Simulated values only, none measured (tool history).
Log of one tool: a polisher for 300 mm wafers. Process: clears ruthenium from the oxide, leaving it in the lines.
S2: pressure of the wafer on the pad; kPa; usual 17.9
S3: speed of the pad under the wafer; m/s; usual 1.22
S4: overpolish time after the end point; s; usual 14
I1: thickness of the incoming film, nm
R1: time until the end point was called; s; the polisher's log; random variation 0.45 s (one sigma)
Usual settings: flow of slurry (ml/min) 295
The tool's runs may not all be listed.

{"run": 1, "hour": 0.0, "flow of slurry (ml/min)": 295, "S2": 17.9, "S3": 1.22, "S4": 14, "I1": 142.4, "R1": 82.8}
{"run": 2, "hour": 9.8, "flow of slurry (ml/min)": 295, "S2": 17.9, "S3": 1.22, "S4": 14, "I1": 139.8, "R1": 81.2}
{"run": 3, "hour": 23.8, "flow of slurry (ml/min)": 295, "S2": 17.9, "S3": 1.22, "S4": 14, "I1": 139.8, "R1": 82.7}
{"hour": 33.8, "done": "worn pad replaced by a new one"}
{"run": 4, "hour": 39.0, "flow of slurry (ml/min)": 295, "S2": 20, "S3": 1.22, "S4": 14, "I1": 139.7, "R1": 69.6}
{"run": 5, "hour": 45.6, "flow of slurry (ml/min)": 295, "S2": 20, "S3": 1.22, "S4": 14, "I1": 141.8, "R1": 71.4}
{"run": 6, "hour": 53.4, "flow of slurry (ml/min)": 295, "S2": 17.9, "S3": 1.32, "S4": 10, "I1": 137.9, "R1": 73.3}
{"hour": 61.8, "done": "slurry nozzle cleaned"}
{"run": 7, "hour": 69.7, "flow of slurry (ml/min)": 295, "S2": 17.9, "S3": 1.32, "S4": 10, "I1": 140.6, "R1": 74.7}
{"run": 8, "hour": 84.8, "flow of slurry (ml/min)": 295, "S2": 17.9, "S3": 1.08, "S4": 14, "I1": 139.4, "R1": 88.5}
{"hour": 91.5, "done": "head pressure recalibrated"}
{"run": 9, "hour": 93.6, "flow of slurry (ml/min)": 325, "S2": 17.9, "S3": 1.04, "S4": 14, "I1": 142.7, "R1": 107.7}
{"hour": 107.8, "done": "worn pad replaced by a new one"}
{"run": 10, "hour": 111.5, "flow of slurry (ml/min)": 295, "S2": 20, "S3": 1.22, "S4": 14, "I1": 139.9, "R1": 80.3}
{"run": 11, "hour": 120.0, "flow of slurry (ml/min)": 325, "S2": 17.9, "S3": 1.04, "S4": 14, "I1": 139.4, "R1": 101.7}
{"run": 12, "hour": 132.3, "flow of slurry (ml/min)": 295, "S2": 13.1, "S3": 0.94, "S4": 14, "I1": 139.3, "R1": 152.8}
{"run": 13, "hour": 143.8, "flow of slurry (ml/min)": 295, "S2": 19.3, "S3": 1.22, "S4": 19, "I1": 142.1, "R1": 88.3}
{"run": 14, "hour": 156.2, "flow of slurry (ml/min)": 295, "S2": 12.4, "S3": 0.88, "S4": 14, "I1": 138.1, "R1": 172.1}

The same runs without the tool's hidden state, with the same run-to-run variation:
The hidden state here: removal rate lost through wear of the pad, %; slurry flow missing at the pad, %; deviation of the head's pressure from its setpoint, %.
run=1 R1=88.8
run=2 R1=86.4
run=3 R1=87
run=4 R1=77.5
run=5 R1=79
run=6 R1=80.6
run=7 R1=81.2
run=8 R1=95
run=9 R1=99.9
run=10 R1=77.9
run=11 R1=97.9
run=12 R1=145.1
run=13 R1=82.9
run=14 R1=159.3
